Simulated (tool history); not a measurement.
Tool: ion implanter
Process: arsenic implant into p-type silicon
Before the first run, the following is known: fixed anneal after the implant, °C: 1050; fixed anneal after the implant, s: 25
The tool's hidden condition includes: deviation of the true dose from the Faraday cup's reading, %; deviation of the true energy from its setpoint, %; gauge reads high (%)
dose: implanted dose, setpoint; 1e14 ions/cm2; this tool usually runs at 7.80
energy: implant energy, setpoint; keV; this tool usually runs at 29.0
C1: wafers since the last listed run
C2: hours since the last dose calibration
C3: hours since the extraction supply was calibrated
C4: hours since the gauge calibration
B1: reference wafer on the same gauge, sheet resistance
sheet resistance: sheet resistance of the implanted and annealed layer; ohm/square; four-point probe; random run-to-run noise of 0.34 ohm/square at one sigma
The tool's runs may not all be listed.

Run 1, hour 0.0: usual settings but dose 6.41 1e14 ions/cm2; C1 0; C2 1388.0; C3 3204.4; C4 1085.4; B1 115.90. Result: sheet resistance 149.59 ohm/square.
Run 2, hour 16.5: usual settings but dose 6.71 1e14 ions/cm2; C1 346; C2 1404.5; C3 3220.9; C4 1101.9; B1 115.99. Result: sheet resistance 143.94 ohm/square.
At hour 41.6: extraction supply calibrated.
Run 3, hour 50.4: usual settings but dose 6.71 1e14 ions/cm2; C1 544; C2 1438.4; C3 8.8; C4 1135.8; B1 115.94. Result: sheet resistance 144.64 ohm/square.
Run 4, hour 80.1: usual settings but energy 24.0 keV; C1 624; C2 1468.1; C3 38.5; C4 1165.5; B1 115.96. Result: sheet resistance 131.45 ohm/square.
Run 5, hour 95.6: usual settings but energy 24.0 keV; C1 325; C2 1483.6; C3 54.0; C4 1181.0; B1 115.93. Result: sheet resistance 131.80 ohm/square.
Run 6, hour 128.5: usual settings but energy 24.0 keV; C1 691; C2 1516.5; C3 86.9; C4 1213.9; B1 116.08. Result: sheet resistance 131.32 ohm/square.
Run 7, hour 172.7: usual settings; C1 929; C2 1560.7; C3 131.1; C4 1258.1; B1 115.97. Result: sheet resistance 127.96 ohm/square.
Run 8, hour 204.2: usual settings; C1 662; C2 1592.2; C3 162.6; C4 1289.6; B1 115.98. Result: sheet resistance 127.89 ohm/square.
Run 9, hour 227.1: usual settings; C1 481; C2 1615.1; C3 185.5; C4 1312.5; B1 115.96. Result: sheet resistance 128.53 ohm/square.
Run 10, hour 241.4: usual settings; C1 300; C2 1629.4; C3 199.8; C4 1326.8; B1 115.89. Result: sheet resistance 128.44 ohm/square.
Run 11, hour 270.8: usual settings; C1 617; C2 1658.8; C3 229.2; C4 1356.2; B1 116.14. Result: sheet resistance 127.98 ohm/square.
Run 12, hour 295.5: usual settings but dose 9.28 1e14 ions/cm2; C1 519; C2 1683.5; C3 253.9; C4 1380.9; B1 116.03. Result: sheet resistance 112.56 ohm/square.
Run 13, hour 315.6: usual settings but dose 7.19 1e14 ions/cm2; C1 422; C2 1703.6; C3 274.0; C4 1401.0; B1 116.00. Result: sheet resistance 136.36 ohm/square.
Run 14, hour 333.5: usual settings but dose 9.89 1e14 ions/cm2, energy 24.0 keV; C1 376; C2 1721.5; C3 291.9; C4 1418.9; B1 115.88. Result: sheet resistance 110.06 ohm/square.
Run 15, hour 390.1: usual settings but dose 9.03 1e14 ions/cm2, energy 33.5 keV; C1 1189; C2 1778.1; C3 348.5; C4 1475.5; B1 116.08. Result: sheet resistance 113.00 ohm/square.
Run 16, hour 410.9: usual settings but dose 8.53 1e14 ions/cm2, energy 23.0 keV; C1 437; C2 1798.9; C3 369.3; C4 1496.3; B1 116.04. Result: sheet resistance 122.42 ohm/square.
Run 17, hour 429.2: usual settings; C1 384; C2 1817.2; C3 387.6; C4 1514.6; B1 115.96. Result: sheet resistance 127.40 ohm/square.
At hour 445.6: gauge calibrated.
Run 18, hour 446.8: usual settings but dose 9.98 1e14 ions/cm2, energy 25.0 keV; C1 369; C2 1834.8; C3 405.2; C4 1.2; B1 115.91. Result: sheet resistance 108.62 ohm/square.
Run 19, hour 464.1: usual settings but dose 8.80 1e14 ions/cm2, energy 33.5 keV; C1 363; C2 1852.1; C3 422.5; C4 18.5; B1 116.09. Result: sheet resistance 114.16 ohm/square.
Run 20, hour 499.5: usual settings but dose 6.48 1e14 ions/cm2, energy 36.0 keV; C1 744; C2 1887.5; C3 457.9; C4 53.9; B1 116.17. Result: sheet resistance 143.04 ohm/square.
Run 21, hour 530.2: usual settings but energy 19.0 keV; C1 645; C2 1918.2; C3 488.6; C4 84.6; B1 115.96. Result: sheet resistance 133.37 ohm/square.
Run 22, hour 553.0: usual settings; C1 479; C2 1941.0; C3 511.4; C4 107.4; B1 116.09. Result: sheet resistance 127.51 ohm/square.
Run 23, hour 578.6: usual settings but dose 6.89 1e14 ions/cm2, energy 24.5 keV; C1 538; C2 1966.6; C3 537.0; C4 133.0; B1 116.01. Result: sheet resistance 142.16 ohm/square.
At hour 602.3: Faraday cup replaced and dose calibrated.
Run 24, hour 610.3: usual settings; C1 498; C2 8.0; C3 568.7; C4 164.7; B1 116.08. Result: sheet resistance 130.96 ohm/square.
Run 25, hour 626.7: usual settings; C1 344; C2 24.4; C3 585.1; C4 181.1; B1 116.07. Result: sheet resistance 130.83 ohm/square.
Run 26, hour 658.6: usual settings but energy 22.5 keV; C1 670; C2 56.3; C3 617.0; C4 213.0; B1 116.03. Result: sheet resistance 134.40 ohm/square.
Run 27, hour 683.4: usual settings but dose 6.86 1e14 ions/cm2, energy 24.5 keV; C1 521; C2 81.1; C3 641.8; C4 237.8; B1 116.04. Result: sheet resistance 147.10 ohm/square.
Run 28, hour 699.8: usual settings but dose 10.07 1e14 ions/cm2, energy 32.5 keV; C1 344; C2 97.5; C3 658.2; C4 254.2; B1 116.00. Result: sheet resistance 107.17 ohm/square.
Run 29, hour 724.2: usual settings; C1 512; C2 121.9; C3 682.6; C4 278.6; B1 115.97. Result: sheet resistance 130.65 ohm/square.
Run 30, hour 738.5: usual settings but dose 6.35 1e14 ions/cm2, energy 32.0 keV; C1 300; C2 136.2; C3 696.9; C4 292.9; B1 116.10. Result: sheet resistance 151.07 ohm/square.
Run 31, hour 752.2: usual settings but dose 9.81 1e14 ions/cm2, energy 24.5 keV; C1 287; C2 149.9; C3 710.6; C4 306.6; B1 116.01. Result: sheet resistance 113.01 ohm/square.

Run 32 has not been measured yet. What should we expect?
Run 32, hour 768.6: usual settings but dose 7.17 1e14 ions/cm2; C1 344; C2 166.3; C3 727.0; C4 323.0; B1 ?. Result: sheet resistance ?.

{"run 32": {"B1": 116.04, "sheet resistance": 139.45}}
Take away the tool's hidden state, keep the run-to-run variation as it was, and the same run would have given sheet resistance 139.43 ohm/square.
